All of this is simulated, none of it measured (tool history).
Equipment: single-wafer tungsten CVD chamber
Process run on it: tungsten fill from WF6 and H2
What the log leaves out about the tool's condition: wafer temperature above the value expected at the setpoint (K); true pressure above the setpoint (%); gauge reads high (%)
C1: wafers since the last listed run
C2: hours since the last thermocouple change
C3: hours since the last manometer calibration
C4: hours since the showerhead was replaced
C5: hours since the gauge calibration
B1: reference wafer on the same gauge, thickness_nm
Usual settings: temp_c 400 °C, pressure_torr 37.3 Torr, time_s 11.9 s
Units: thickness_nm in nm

Run 1, hour 0.0: usual settings; C1 0; C2 2044.8; C3 1468.4; C4 4649.0; C5 734.8; B1 43.586. Result: thickness_nm 40.108 nm.
Run 2, hour 38.7: usual settings; C1 870; C2 2083.5; C3 1507.1; C4 4687.7; C5 773.5; B1 43.628. Result: thickness_nm 40.012 nm.
Run 3, hour 55.3: usual settings but pressure_torr 35.3 Torr; C1 373; C2 2100.1; C3 1523.7; C4 4704.3; C5 790.1; B1 43.561. Result: thickness_nm 39.474 nm.
At hour 95.2: capacitance manometer re-zeroed and calibrated.
At hour 98.2: showerhead replaced, of another model than before.
Run 4, hour 98.7: usual settings but pressure_torr 35.3 Torr; C1 728; C2 2143.5; C3 3.5; C4 0.5; C5 833.5; B1 43.563. Result: thickness_nm 39.422 nm.
Run 5, hour 103.1: usual settings; C1 98; C2 2147.9; C3 7.9; C4 4.9; C5 837.9; B1 43.609. Result: thickness_nm 40.244 nm.
Run 6, hour 119.0: usual settings; C1 357; C2 2163.8; C3 23.8; C4 20.8; C5 853.8; B1 43.611. Result: thickness_nm 40.541 nm.
Run 7, hour 135.2: usual settings; C1 364; C2 2180.0; C3 40.0; C4 37.0; C5 870.0; B1 43.610. Result: thickness_nm 40.176 nm.
Run 8, hour 153.4: usual settings; C1 409; C2 2198.2; C3 58.2; C4 55.2; C5 888.2; B1 43.609. Result: thickness_nm 40.599 nm.
Run 9, hour 187.3: usual settings; C1 762; C2 2232.1; C3 92.1; C4 89.1; C5 922.1; B1 43.592. Result: thickness_nm 40.816 nm.
Run 10, hour 201.2: usual settings; C1 312; C2 2246.0; C3 106.0; C4 103.0; C5 936.0; B1 43.592. Result: thickness_nm 40.855 nm.
Run 11, hour 222.3: usual settings but time_s 11.1 s; C1 474; C2 2267.1; C3 127.1; C4 124.1; C5 957.1; B1 43.608. Result: thickness_nm 37.884 nm.
Run 12, hour 251.3: usual settings but pressure_torr 34.1 Torr; C1 651; C2 2296.1; C3 156.1; C4 153.1; C5 986.1; B1 43.636. Result: thickness_nm 39.250 nm.
Run 13, hour 271.3: usual settings but pressure_torr 31.5 Torr; C1 449; C2 2316.1; C3 176.1; C4 173.1; C5 1006.1; B1 43.600. Result: thickness_nm 38.057 nm.
Run 14, hour 294.6: usual settings; C1 523; C2 2339.4; C3 199.4; C4 196.4; C5 1029.4; B1 43.627. Result: thickness_nm 40.958 nm.
Run 15, hour 323.9: usual settings; C1 658; C2 2368.7; C3 228.7; C4 225.7; C5 1058.7; B1 43.634. Result: thickness_nm 40.844 nm.
Run 16, hour 358.7: usual settings; C1 782; C2 2403.5; C3 263.5; C4 260.5; C5 1093.5; B1 43.627. Result: thickness_nm 41.081 nm.
Run 17, hour 377.1: usual settings but temp_c 404 °C, pressure_torr 31.3 Torr, time_s 10.2 s; C1 413; C2 2421.9; C3 281.9; C4 278.9; C5 1111.9; B1 43.586. Result: thickness_nm 35.630 nm.
At hour 393.8: gauge calibrated.
Run 18, hour 412.6: usual settings; C1 798; C2 2457.4; C3 317.4; C4 314.4; C5 18.8; B1 43.590. Result: thickness_nm 41.238 nm.
Run 19, hour 428.1: usual settings but time_s 13.2 s; C1 348; C2 2472.9; C3 332.9; C4 329.9; C5 34.3; B1 43.577. Result: thickness_nm 45.626 nm.
Run 20, hour 444.7: usual settings but pressure_torr 31.8 Torr; C1 373; C2 2489.5; C3 349.5; C4 346.5; C5 50.9; B1 43.553. Result: thickness_nm 38.746 nm.
Run 21, hour 464.3: usual settings but temp_c 395 °C, time_s 9.7 s; C1 440; C2 2509.1; C3 369.1; C4 366.1; C5 70.5; B1 43.581. Result: thickness_nm 30.472 nm.
At hour 507.6: thermocouple changed; heater temperature recalibrated.
Run 22, hour 508.1: usual settings; C1 804; C2 0.5; C3 412.9; C4 409.9; C5 114.3; B1 43.652. Result: thickness_nm 36.709 nm.
Run 23, hour 530.2: usual settings but temp_c 414 °C; C1 496; C2 22.6; C3 435.0; C4 432.0; C5 136.4; B1 43.593. Result: thickness_nm 48.687 nm.
Run 24, hour 549.7: usual settings but temp_c 411 °C, pressure_torr 31.2 Torr, time_s 11.1 s; C1 438; C2 42.1; C3 454.5; C4 451.5; C5 155.9; B1 43.607. Result: thickness_nm 39.561 nm.
Run 25, hour 581.1: usual settings; C1 705; C2 73.5; C3 485.9; C4 482.9; C5 187.3; B1 43.610. Result: thickness_nm 36.927 nm.
Run 26, hour 602.1: usual settings but temp_c 387 °C, pressure_torr 43.4 Torr, time_s 10.9 s; C1 472; C2 94.5; C3 506.9; C4 503.9; C5 208.3; B1 43.606. Result: thickness_nm 27.175 nm.
Run 27, hour 622.4: usual settings but pressure_torr 28.1 Torr, time_s 10.9 s; C1 456; C2 114.8; C3 527.2; C4 524.2; C5 228.6; B1 43.614. Result: thickness_nm 30.322 nm.
Run 28, hour 635.8: usual settings but temp_c 391 °C; C1 301; C2 128.2; C3 540.6; C4 537.6; C5 242.0; B1 43.575. Result: thickness_nm 30.243 nm.
Run 29, hour 653.2: usual settings but temp_c 409 °C; C1 391; C2 145.6; C3 558.0; C4 555.0; C5 259.4; B1 43.601. Result: thickness_nm 44.004 nm.
Run 30, hour 675.7: usual settings; C1 505; C2 168.1; C3 580.5; C4 577.5; C5 281.9; B1 43.606. Result: thickness_nm 36.895 nm.
Run 31, hour 696.9: usual settings but temp_c 411 °C, pressure_torr 31.2 Torr, time_s 11.1 s; C1 476; C2 189.3; C3 601.7; C4 598.7; C5 303.1; B1 43.631. Result: thickness_nm 39.871 nm.
Run 32, hour 767.0: usual settings but pressure_torr 34.8 Torr; C1 1576; C2 259.4; C3 671.8; C4 668.8; C5 373.2; B1 43.568. Result: thickness_nm 36.157 nm.
Run 33, hour 785.9: usual settings but temp_c 393 °C, pressure_torr 31.8 Torr; C1 424; C2 278.3; C3 690.7; C4 687.7; C5 392.1; B1 43.617. Result: thickness_nm 30.098 nm.
Run 34, hour 808.7: usual settings but temp_c 411 °C, pressure_torr 41.7 Torr; C1 512; C2 301.1; C3 713.5; C4 710.5; C5 414.9; B1 43.570. Result: thickness_nm 48.533 nm.

Alternative continuations, all from the tool just after run 34; predict every row:
Run A, hour 809.1: usual settings but pressure_torr 45.0 Torr; C1 8; C2 301.5; C3 713.9; C4 710.9; C5 415.3; B1 ?. Result: thickness_nm ?.
Run B, hour 809.1: usual settings but temp_c 413 °C, time_s 9.9 s; C1 8; C2 301.5; C3 713.9; C4 710.9; C5 415.3; B1 ?. Result: thickness_nm ?.
Run C, hour 809.1: usual settings but pressure_torr 42.8 Torr, time_s 12.7 s; C1 8; C2 301.5; C3 713.9; C4 710.9; C5 415.3; B1 ?. Result: thickness_nm ?.
Run D, hour 809.1: usual settings but temp_c 408 °C, pressure_torr 44.1 Torr; C1 8; C2 301.5; C3 713.9; C4 710.9; C5 415.3; B1 ?. Result: thickness_nm ?.

run      B1  thickness_nm
  A  43.602        40.432
  B  43.602        39.939
  C  43.602        42.257
  D  43.602        47.009
Without the tool's hidden state the same runs would have given:
run  thickness_nm
  A        40.474
  B        39.975
  C        42.301
  D        47.054

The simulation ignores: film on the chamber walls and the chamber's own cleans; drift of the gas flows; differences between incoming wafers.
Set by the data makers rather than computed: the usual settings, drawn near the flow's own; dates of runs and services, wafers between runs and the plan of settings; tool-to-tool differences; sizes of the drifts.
